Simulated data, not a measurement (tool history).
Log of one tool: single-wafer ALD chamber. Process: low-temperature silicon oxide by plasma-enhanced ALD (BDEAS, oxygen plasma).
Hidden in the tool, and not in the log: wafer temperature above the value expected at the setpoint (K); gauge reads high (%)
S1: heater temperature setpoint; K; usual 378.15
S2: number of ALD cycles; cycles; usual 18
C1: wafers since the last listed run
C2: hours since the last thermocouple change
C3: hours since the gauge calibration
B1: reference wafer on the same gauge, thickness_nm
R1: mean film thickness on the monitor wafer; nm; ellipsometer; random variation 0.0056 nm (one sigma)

run,hour,S1,S2,C1,C2,C3,B1,R1
1,0,378.15,18,0,802.4,1511.7,2.3,2.612
2,38.5,386.15,18,507,840.9,1550.2,2.301,2.579
3,261.7,386.15,18,2942,1064.1,1773.4,2.302,2.57
4,545,378.15,18,3735,1347.4,2056.7,2.3,2.616
5,607.9,378.15,18,829,1410.3,2119.6,2.299,2.621
6,663.4,366.15,18,731,1465.8,2175.1,2.299,2.713
7,736.7,366.15,18,966,1539.1,2248.4,2.3,2.728
8,837.2,367.15,18,1325,1639.6,2348.9,2.298,2.713
9,934.9,367.15,18,1288,1737.3,2446.6,2.3,2.717
10,979.3,367.15,18,585,1781.7,2491,2.3,2.709
11,1027.8,378.15,18,639,1830.2,2539.5,2.3,2.61
12,1112.9,378.15,18,1122,1915.3,2624.6,2.3,2.616
# hour 1208.9: thermocouple changed; heater temperature recalibrated
13,1329.8,378.15,18,2754,120.9,2841.5,2.299,2.624
14,1433,370.15,19,1360,224.1,2944.7,2.3,2.823
15,1492.4,370.15,19,783,283.5,3004.1,2.301,2.829
16,1558.5,370.15,19,871,349.6,3070.2,2.299,2.831
17,1660.6,378.15,18,1346,451.7,3172.3,2.3,2.617
18,1710.1,378.15,18,652,501.2,3221.8,2.299,2.61
19,1751,378.15,18,539,542.1,3262.7,2.301,2.61
20,1832,378.15,18,1067,623.1,3343.7,2.301,2.614
21,1888.6,371.15,21,746,679.7,3400.3,2.3,3.102
# hour 1967.9: gauge calibrated
22,1996.2,365.15,15,1418,787.3,28.3,2.301,2.27
23,2077.7,364.15,16,1074,868.8,109.8,2.301,2.437
24,2139.9,378.15,19,820,931,172,2.3,2.768
25,2201.7,378.15,20,814,992.8,233.8,2.299,2.912
26,2276.9,370.15,18,991,1068,309,2.3,2.673
27,2371.3,391.15,20,1244,1162.4,403.4,2.3,2.835
28,2440.3,383.15,20,909,1231.4,472.4,2.3,2.876
29,2591.4,392.15,18,1992,1382.5,623.5,2.3,2.535
30,2675.8,378.15,18,1112,1466.9,707.9,2.3,2.611
31,2745.3,368.15,15,916,1536.4,777.4,2.299,2.25
32,2834.3,382.15,21,1173,1625.4,866.4,2.3,3.029
33,2888.5,373.15,15,714,1679.6,920.6,2.299,2.204
34,2976.2,370.15,18,1156,1767.3,1008.3,2.299,2.668
35,3059.5,378.15,18,1098,1850.6,1091.6,2.3,2.619
36,3131.2,373.15,20,945,1922.3,1163.3,2.301,2.936
37,3203.1,367.15,18,947,1994.2,1235.2,2.3,2.71
38,3280.7,370.15,19,1023,2071.8,1312.8,2.301,2.824
39,3367.9,378.15,18,1149,2159,1400,2.302,2.616
40,3435.9,378.15,18,896,2227,1468,2.298,2.618

How the hidden state differs across the entries between the runs, from the last listed run before each to the first after it:
Between runs 12 and 13: thermocouple changed; heater temperature recalibrated (hour 1208.9)
  no hidden state differs between the two runs
Between runs 21 and 22: gauge calibrated (hour 1967.9)
  no hidden state differs between the two runs

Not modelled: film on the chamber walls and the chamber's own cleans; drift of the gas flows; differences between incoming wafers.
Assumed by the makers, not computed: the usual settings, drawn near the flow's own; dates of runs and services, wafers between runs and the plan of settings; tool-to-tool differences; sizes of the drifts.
